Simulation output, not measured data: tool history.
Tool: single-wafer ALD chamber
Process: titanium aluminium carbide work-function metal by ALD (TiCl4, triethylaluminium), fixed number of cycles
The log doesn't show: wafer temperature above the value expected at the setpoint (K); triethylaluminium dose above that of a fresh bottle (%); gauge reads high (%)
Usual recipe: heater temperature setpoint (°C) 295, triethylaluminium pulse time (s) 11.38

run	hour	heater temperature setpoint (°C)	triethylaluminium pulse time (s)	wafers since the last listed run	hours since the last thermocouple change	hours since the last triethylaluminium bottle change	hours since the showerhead was replaced	hours since the gauge calibration	read-back reference wafer on the same gauge, thickness_nm	mean film thickness on the monitor wafer (Å)
1	0	295	11.38	0	1759.1	1200.7	6819.8	27.8	1.51	16.43
2	22.6	295	11.38	305	1781.7	1223.3	6842.4	50.4	1.511	16.43
3	40.6	295	11.38	243	1799.7	1241.3	6860.4	68.4	1.508	16.42
4	71.1	295	9.44	412	1830.2	1271.8	6890.9	98.9	1.509	16.08
5	98	295	11.38	363	1857.1	1298.7	6917.8	125.8	1.513	16.53
6	117.7	295	11.38	266	1876.8	1318.4	6937.5	145.5	1.507	16.43
7	161.9	295	11.38	597	1921	1362.6	6981.7	189.7	1.507	16.56
# hour 187.4: gauge calibrated
8	222.2	295	11.38	815	1981.3	1422.9	7042	34.8	1.511	16.48
# hour 257.1: showerhead replaced
9	257.6	310	11.38	370	2016.7	1458.3	0.5	70.2	1.511	17.73
# hour 271: triethylaluminium bottle replaced
10	271.8	303	11.38	83	2030.9	0.8	14.7	84.4	1.51	17.27
# hour 297.1: thermocouple changed; heater temperature recalibrated
11	307.2	281	15.61	370	10.1	36.2	50.1	119.8	1.51	15.69
12	332.1	295	9.31	336	35	61.1	75	144.7	1.511	15.93
13	352.9	285	15.55	281	55.8	81.9	95.8	165.5	1.514	16.04
# hour 366: gauge calibrated
14	378.8	306	13.15	350	81.7	107.8	121.7	12.8	1.509	17.63

Alternative continuations, all from the tool just after run 14; predict every row:
A	379.2	290	11.38	5	82.1	108.2	122.1	13.2	?	?
B	379.2	299	14.46	5	82.1	108.2	122.1	13.2	?	?
C	379.2	291	11.38	5	82.1	108.2	122.1	13.2	?	?
D	379.2	291	9.61	5	82.1	108.2	122.1	13.2	?	?
E	379.2	295	9.24	5	82.1	108.2	122.1	13.2	?	?

run	read-back reference wafer on the same gauge, thickness_nm	mean film thickness on the monitor wafer (Å)
A	1.507	16.13
B	1.507	17.12
C	1.507	16.21
D	1.507	15.82
E	1.507	16
Without the tool's hidden state the same runs would have given:
run	mean film thickness on the monitor wafer (Å)
A	16.13
B	17.12
C	16.21
D	15.82
E	16
